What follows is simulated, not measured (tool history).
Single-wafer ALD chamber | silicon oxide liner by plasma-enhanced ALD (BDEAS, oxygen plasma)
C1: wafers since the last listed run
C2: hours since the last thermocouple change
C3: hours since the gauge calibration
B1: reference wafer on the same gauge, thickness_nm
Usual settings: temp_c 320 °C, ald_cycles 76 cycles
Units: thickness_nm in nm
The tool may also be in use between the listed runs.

run 1 hour=0 | temp_c=310 ald_cycles=76 | C1=0 C2=1151.1 C3=846.8 | B1=6.286 | thickness_nm=7.16
run 2 hour=81.7 | temp_c=310 ald_cycles=76 | C1=497 C2=1232.8 C3=928.5 | B1=6.282 | thickness_nm=7.182
run 3 hour=188 | temp_c=316 ald_cycles=81 | C1=647 C2=1339.1 C3=1034.8 | B1=6.277 | thickness_nm=7.541
run 4 hour=245.8 | temp_c=320 ald_cycles=76 | C1=352 C2=1396.9 C3=1092.6 | B1=6.277 | thickness_nm=7.016
run 5 hour=308.9 | temp_c=320 ald_cycles=76 | C1=384 C2=1460 C3=1155.7 | B1=6.266 | thickness_nm=7.081
run 6 hour=542.8 | temp_c=320 ald_cycles=83 | C1=1425 C2=1693.9 C3=1389.6 | B1=6.252 | thickness_nm=7.67
run 7 hour=603.6 | temp_c=320 ald_cycles=83 | C1=370 C2=1754.7 C3=1450.4 | B1=6.25 | thickness_nm=7.677
run 8 hour=678 | temp_c=320 ald_cycles=83 | C1=453 C2=1829.1 C3=1524.8 | B1=6.245 | thickness_nm=7.648
run 9 hour=763.1 | temp_c=320 ald_cycles=76 | C1=518 C2=1914.2 C3=1609.9 | B1=6.24 | thickness_nm=7.009
run 10 hour=833.8 | temp_c=320 ald_cycles=76 | C1=430 C2=1984.9 C3=1680.6 | B1=6.233 | thickness_nm=7.016
run 11 hour=919.5 | temp_c=320 ald_cycles=76 | C1=522 C2=2070.6 C3=1766.3 | B1=6.232 | thickness_nm=6.963
run 12 hour=1002.6 | temp_c=320 ald_cycles=76 | C1=506 C2=2153.7 C3=1849.4 | B1=6.225 | thickness_nm=7.003
run 13 hour=1104.6 | temp_c=328 ald_cycles=88 | C1=621 C2=2255.7 C3=1951.4 | B1=6.217 | thickness_nm=8.005
run 14 hour=1173.8 | temp_c=313 ald_cycles=85 | C1=421 C2=2324.9 C3=2020.6 | B1=6.211 | thickness_nm=7.887
-- hour=1189 thermocouple changed; heater temperature recalibrated
-- hour=1206 gauge calibrated
run 15 hour=1256 | temp_c=313 ald_cycles=66 | C1=452 C2=67 C3=50 | B1=6.337 | thickness_nm=6.23
run 16 hour=1297.1 | temp_c=320 ald_cycles=76 | C1=250 C2=108.1 C3=91.1 | B1=6.332 | thickness_nm=7.125
run 17 hour=1384.5 | temp_c=307 ald_cycles=87 | C1=532 C2=195.5 C3=178.5 | B1=6.324 | thickness_nm=8.313
run 18 hour=1453.2 | temp_c=320 ald_cycles=66 | C1=418 C2=264.2 C3=247.2 | B1=6.321 | thickness_nm=6.154
run 19 hour=1553.7 | temp_c=332 ald_cycles=62 | C1=612 C2=364.7 C3=347.7 | B1=6.318 | thickness_nm=5.671
run 20 hour=1620.2 | temp_c=313 ald_cycles=85 | C1=405 C2=431.2 C3=414.2 | B1=6.311 | thickness_nm=7.98
run 21 hour=1682.9 | temp_c=320 ald_cycles=76 | C1=382 C2=493.9 C3=476.9 | B1=6.306 | thickness_nm=7.073
run 22 hour=1762.1 | temp_c=320 ald_cycles=68 | C1=482 C2=573.1 C3=556.1 | B1=6.301 | thickness_nm=6.323

The same runs without the tool's hidden state, with the same run-to-run variation:
The hidden state here: wafer temperature above the value expected at the setpoint (K); gauge reads high (%).
run=1 thickness_nm=7.208
run=2 thickness_nm=7.236
run=3 thickness_nm=7.606
run=4 thickness_nm=7.08
run=5 thickness_nm=7.15
run=6 thickness_nm=7.763
run=7 thickness_nm=7.775
run=8 thickness_nm=7.751
run=9 thickness_nm=7.11
run=10 thickness_nm=7.122
run=11 thickness_nm=7.075
run=12 thickness_nm=7.121
run=13 thickness_nm=8.148
run=14 thickness_nm=8.034
run=15 thickness_nm=6.227
run=16 thickness_nm=7.123
run=17 thickness_nm=8.319
run=18 thickness_nm=6.162
run=19 thickness_nm=5.684
run=20 thickness_nm=8.004
run=21 thickness_nm=7.099
run=22 thickness_nm=6.351
